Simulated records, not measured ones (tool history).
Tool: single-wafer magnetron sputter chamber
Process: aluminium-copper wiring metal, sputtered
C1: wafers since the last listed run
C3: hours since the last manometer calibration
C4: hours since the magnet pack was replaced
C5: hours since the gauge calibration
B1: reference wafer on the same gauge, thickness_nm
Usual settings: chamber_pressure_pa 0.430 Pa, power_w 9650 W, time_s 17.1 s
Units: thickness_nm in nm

run 1 hour=0.0 | chamber_pressure_pa=0.430 power_w=9650 time_s=17.1 | C1=0 wafers_on_the_sputter_target=4613 C3=445.5 C4=9210.7 C5=403.3 | B1=275.930 | thickness_nm=269.551
run 2 hour=57.0 | chamber_pressure_pa=0.430 power_w=9650 time_s=17.1 | C1=1000 wafers_on_the_sputter_target=5613 C3=502.5 C4=9267.7 C5=460.3 | B1=275.878 | thickness_nm=268.182
-- hour=78.4 sputter target and shields replaced
run 3 hour=104.8 | chamber_pressure_pa=0.430 power_w=9650 time_s=17.1 | C1=698 wafers_on_the_sputter_target=463 C3=550.3 C4=9315.5 C5=508.1 | B1=275.941 | thickness_nm=274.890
run 4 hour=147.7 | chamber_pressure_pa=0.430 power_w=9650 time_s=17.1 | C1=752 wafers_on_the_sputter_target=1216 C3=593.2 C4=9358.4 C5=551.0 | B1=276.016 | thickness_nm=271.562
run 5 hour=192.7 | chamber_pressure_pa=0.430 power_w=9650 time_s=17.1 | C1=789 wafers_on_the_sputter_target=2005 C3=638.2 C4=9403.4 C5=596.0 | B1=275.958 | thickness_nm=268.077
run 6 hour=250.8 | chamber_pressure_pa=0.430 power_w=9650 time_s=16.3 | C1=1019 wafers_on_the_sputter_target=3025 C3=696.3 C4=9461.5 C5=654.1 | B1=275.802 | thickness_nm=257.005
run 7 hour=309.9 | chamber_pressure_pa=0.430 power_w=9650 time_s=17.1 | C1=1036 wafers_on_the_sputter_target=4062 C3=755.4 C4=9520.6 C5=713.2 | B1=275.912 | thickness_nm=268.316
-- hour=351.8 gauge calibrated
run 8 hour=378.8 | chamber_pressure_pa=0.430 power_w=9650 time_s=17.1 | C1=1208 wafers_on_the_sputter_target=5270 C3=824.3 C4=9589.5 C5=27.0 | B1=276.040 | thickness_nm=267.088
-- hour=396.8 sputter target and shields replaced
run 9 hour=418.7 | chamber_pressure_pa=0.430 power_w=11100 time_s=17.1 | C1=559 wafers_on_the_sputter_target=383 C3=864.2 C4=9629.4 C5=66.9 | B1=275.942 | thickness_nm=313.059
run 10 hour=464.3 | chamber_pressure_pa=0.361 power_w=9650 time_s=17.1 | C1=800 wafers_on_the_sputter_target=1183 C3=909.8 C4=9675.0 C5=112.5 | B1=275.648 | thickness_nm=283.124
run 11 hour=491.4 | chamber_pressure_pa=0.430 power_w=8000 time_s=17.1 | C1=475 wafers_on_the_sputter_target=1659 C3=936.9 C4=9702.1 C5=139.6 | B1=276.304 | thickness_nm=229.115
run 12 hour=544.8 | chamber_pressure_pa=0.430 power_w=8000 time_s=17.1 | C1=936 wafers_on_the_sputter_target=2596 C3=990.3 C4=9755.5 C5=193.0 | B1=276.275 | thickness_nm=227.386
run 13 hour=583.4 | chamber_pressure_pa=0.320 power_w=9650 time_s=17.1 | C1=677 wafers_on_the_sputter_target=3273 C3=1028.9 C4=9794.1 C5=231.6 | B1=276.031 | thickness_nm=290.815
-- hour=615.3 magnet pack replaced
run 14 hour=619.7 | chamber_pressure_pa=0.430 power_w=9650 time_s=17.1 | C1=496 wafers_on_the_sputter_target=3769 C3=1065.2 C4=4.4 C5=267.9 | B1=276.254 | thickness_nm=271.139
run 15 hour=667.0 | chamber_pressure_pa=0.475 power_w=12000 time_s=13.7 | C1=829 wafers_on_the_sputter_target=4599 C3=1112.5 C4=51.7 C5=315.2 | B1=276.171 | thickness_nm=257.216
run 16 hour=701.2 | chamber_pressure_pa=0.492 power_w=11950 time_s=20.3 | C1=600 wafers_on_the_sputter_target=5199 C3=1146.7 C4=85.9 C5=349.4 | B1=275.954 | thickness_nm=372.948
-- hour=710.3 sputter target and shields replaced
run 17 hour=753.6 | chamber_pressure_pa=0.332 power_w=9650 time_s=18.4 | C1=778 wafers_on_the_sputter_target=760 C3=1199.1 C4=138.3 C5=401.8 | B1=275.894 | thickness_nm=313.071
run 18 hour=954.4 | chamber_pressure_pa=0.385 power_w=9650 time_s=20.1 | C1=3522 wafers_on_the_sputter_target=4283 C3=1399.9 C4=339.1 C5=602.6 | B1=275.772 | thickness_nm=324.689
run 19 hour=1002.8 | chamber_pressure_pa=0.430 power_w=11650 time_s=18.3 | C1=849 wafers_on_the_sputter_target=5132 C3=1448.3 C4=387.5 C5=651.0 | B1=275.838 | thickness_nm=343.790
-- hour=1036.9 sputter target and shields replaced
run 20 hour=1037.7 | chamber_pressure_pa=0.430 power_w=9650 time_s=14.1 | C1=471 wafers_on_the_sputter_target=13 C3=1483.2 C4=422.4 C5=685.9 | B1=275.711 | thickness_nm=224.539
-- hour=1081.6 gauge calibrated
run 21 hour=1083.7 | chamber_pressure_pa=0.430 power_w=9650 time_s=17.1 | C1=807 wafers_on_the_sputter_target=820 C3=1529.2 C4=468.4 C5=2.1 | B1=275.833 | thickness_nm=272.152
run 22 hour=1111.4 | chamber_pressure_pa=0.476 power_w=11150 time_s=18.9 | C1=485 wafers_on_the_sputter_target=1306 C3=1556.9 C4=496.1 C5=29.8 | B1=275.947 | thickness_nm=330.883
-- hour=1125.8 capacitance manometer re-zeroed and calibrated
run 23 hour=1158.1 | chamber_pressure_pa=0.508 power_w=8700 time_s=15.0 | C1=678 wafers_on_the_sputter_target=1985 C3=32.3 C4=542.8 C5=76.5 | B1=276.089 | thickness_nm=203.969
run 24 hour=1186.9 | chamber_pressure_pa=0.575 power_w=9650 time_s=18.9 | C1=505 wafers_on_the_sputter_target=2490 C3=61.1 C4=571.6 C5=105.3 | B1=276.023 | thickness_nm=270.904
run 25 hour=1255.8 | chamber_pressure_pa=0.325 power_w=9650 time_s=17.1 | C1=1208 wafers_on_the_sputter_target=3699 C3=130.0 C4=640.5 C5=174.2 | B1=275.797 | thickness_nm=285.973
run 26 hour=1309.9 | chamber_pressure_pa=0.557 power_w=10400 time_s=17.1 | C1=949 wafers_on_the_sputter_target=4648 C3=184.1 C4=694.6 C5=228.3 | B1=275.791 | thickness_nm=263.894
-- hour=1375.5 sputter target and shields replaced
run 27 hour=1379.6 | chamber_pressure_pa=0.430 power_w=9650 time_s=17.1 | C1=1082 wafers_on_the_sputter_target=71 C3=253.8 C4=764.3 C5=298.0 | B1=275.863 | thickness_nm=274.830
run 28 hour=1423.5 | chamber_pressure_pa=0.328 power_w=10350 time_s=14.6 | C1=770 wafers_on_the_sputter_target=841 C3=297.7 C4=808.2 C5=341.9 | B1=275.619 | thickness_nm=265.693
run 29 hour=1619.6 | chamber_pressure_pa=0.430 power_w=9650 time_s=17.1 | C1=3440 wafers_on_the_sputter_target=4282 C3=493.8 C4=1004.3 C5=538.0 | B1=275.950 | thickness_nm=267.615

Forecast each of these 4 alternatives for the next run:
run A hour=1620.0 | chamber_pressure_pa=0.430 power_w=9650 time_s=17.1 | C1=7 wafers_on_the_sputter_target=4289 C3=494.2 C4=1004.7 C5=538.4 | B1=? | thickness_nm=?
run B hour=1620.0 | chamber_pressure_pa=0.430 power_w=9650 time_s=15.8 | C1=7 wafers_on_the_sputter_target=4289 C3=494.2 C4=1004.7 C5=538.4 | B1=? | thickness_nm=?
run C hour=1620.0 | chamber_pressure_pa=0.286 power_w=8000 time_s=17.1 | C1=7 wafers_on_the_sputter_target=4289 C3=494.2 C4=1004.7 C5=538.4 | B1=? | thickness_nm=?
run D hour=1620.0 | chamber_pressure_pa=0.299 power_w=9650 time_s=19.3 | C1=7 wafers_on_the_sputter_target=4289 C3=494.2 C4=1004.7 C5=538.4 | B1=? | thickness_nm=?

run=A B1=275.961 thickness_nm=270.028
run=B B1=275.961 thickness_nm=249.500
run=C B1=275.961 thickness_nm=250.384
run=D B1=275.961 thickness_nm=332.504
Without the tool's hidden state the same runs would have given:
run=A thickness_nm=276.370
run=B thickness_nm=255.359
run=C thickness_nm=256.264
run=D thickness_nm=340.313

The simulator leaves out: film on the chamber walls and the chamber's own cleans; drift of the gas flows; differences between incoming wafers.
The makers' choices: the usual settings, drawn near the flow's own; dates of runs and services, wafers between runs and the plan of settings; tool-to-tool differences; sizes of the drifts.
